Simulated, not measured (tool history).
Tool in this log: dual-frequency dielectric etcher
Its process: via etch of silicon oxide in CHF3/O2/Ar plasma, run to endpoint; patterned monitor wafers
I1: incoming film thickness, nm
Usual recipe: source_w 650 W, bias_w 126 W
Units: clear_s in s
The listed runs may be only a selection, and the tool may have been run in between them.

{"run": 1, "hour": 0.0, "source_w": 650, "bias_w": 126, "I1": 737.1, "clear_s": 415.6}
{"run": 2, "hour": 10.5, "source_w": 650, "bias_w": 116, "I1": 728.8, "clear_s": 419}
{"run": 3, "hour": 26.2, "source_w": 650, "bias_w": 126, "I1": 730.7, "clear_s": 415.2}
{"run": 4, "hour": 41.2, "source_w": 650, "bias_w": 126, "I1": 735.6, "clear_s": 417.2}
{"hour": 94.9, "done": "upper electrode replaced"}
{"run": 5, "hour": 95.4, "source_w": 650, "bias_w": 126, "I1": 732.8, "clear_s": 419.5}
{"run": 6, "hour": 95.8, "source_w": 650, "bias_w": 126, "I1": 724.1, "clear_s": 417.3}
{"run": 7, "hour": 99.9, "source_w": 580, "bias_w": 126, "I1": 731.7, "clear_s": 434.4}
{"run": 8, "hour": 117.1, "source_w": 580, "bias_w": 126, "I1": 741.3, "clear_s": 444.7}
{"run": 9, "hour": 134.8, "source_w": 650, "bias_w": 111, "I1": 732.4, "clear_s": 439.4}
{"hour": 140.3, "done": "source power generator calibrated"}
{"run": 10, "hour": 151.0, "source_w": 560, "bias_w": 114, "I1": 738.3, "clear_s": 462.8}
{"run": 11, "hour": 159.6, "source_w": 560, "bias_w": 138, "I1": 739, "clear_s": 440.6}
{"hour": 198.4, "done": "wet clean of the chamber"}
{"hour": 202.1, "done": "bias power generator calibrated"}
{"run": 12, "hour": 202.6, "source_w": 650, "bias_w": 126, "I1": 733.3, "clear_s": 403}
{"run": 13, "hour": 214.0, "source_w": 650, "bias_w": 126, "I1": 730.5, "clear_s": 395.5}
{"run": 14, "hour": 230.3, "source_w": 720, "bias_w": 97, "I1": 739.3, "clear_s": 424.6}
{"run": 15, "hour": 238.4, "source_w": 560, "bias_w": 145, "I1": 732.1, "clear_s": 405.8}
{"run": 16, "hour": 254.3, "source_w": 560, "bias_w": 126, "I1": 728.6, "clear_s": 424.5}
{"run": 17, "hour": 271.6, "source_w": 650, "bias_w": 140, "I1": 734.4, "clear_s": 394.2}

Run-by-run hidden state of the tool:
source power that arrives over what is set, %: 0 across all the runs
bias power that arrives over what is set, %: 0 across all the runs
H1: etch rate over this chamber's usual, %
run=1 H1=-2.81
run=2 H1=-2.94
run=3 H1=-3.15
run=4 H1=-3.34
run=5 H1=-4.04
run=6 H1=-4.04
run=7 H1=-4.1
run=8 H1=-4.32
run=9 H1=-4.54
run=10 H1=-4.75
run=11 H1=-4.86
run=12 H1=-0.24
run=13 H1=-0.386
run=14 H1=-0.597
run=15 H1=-0.701
run=16 H1=-0.906
run=17 H1=-1.13
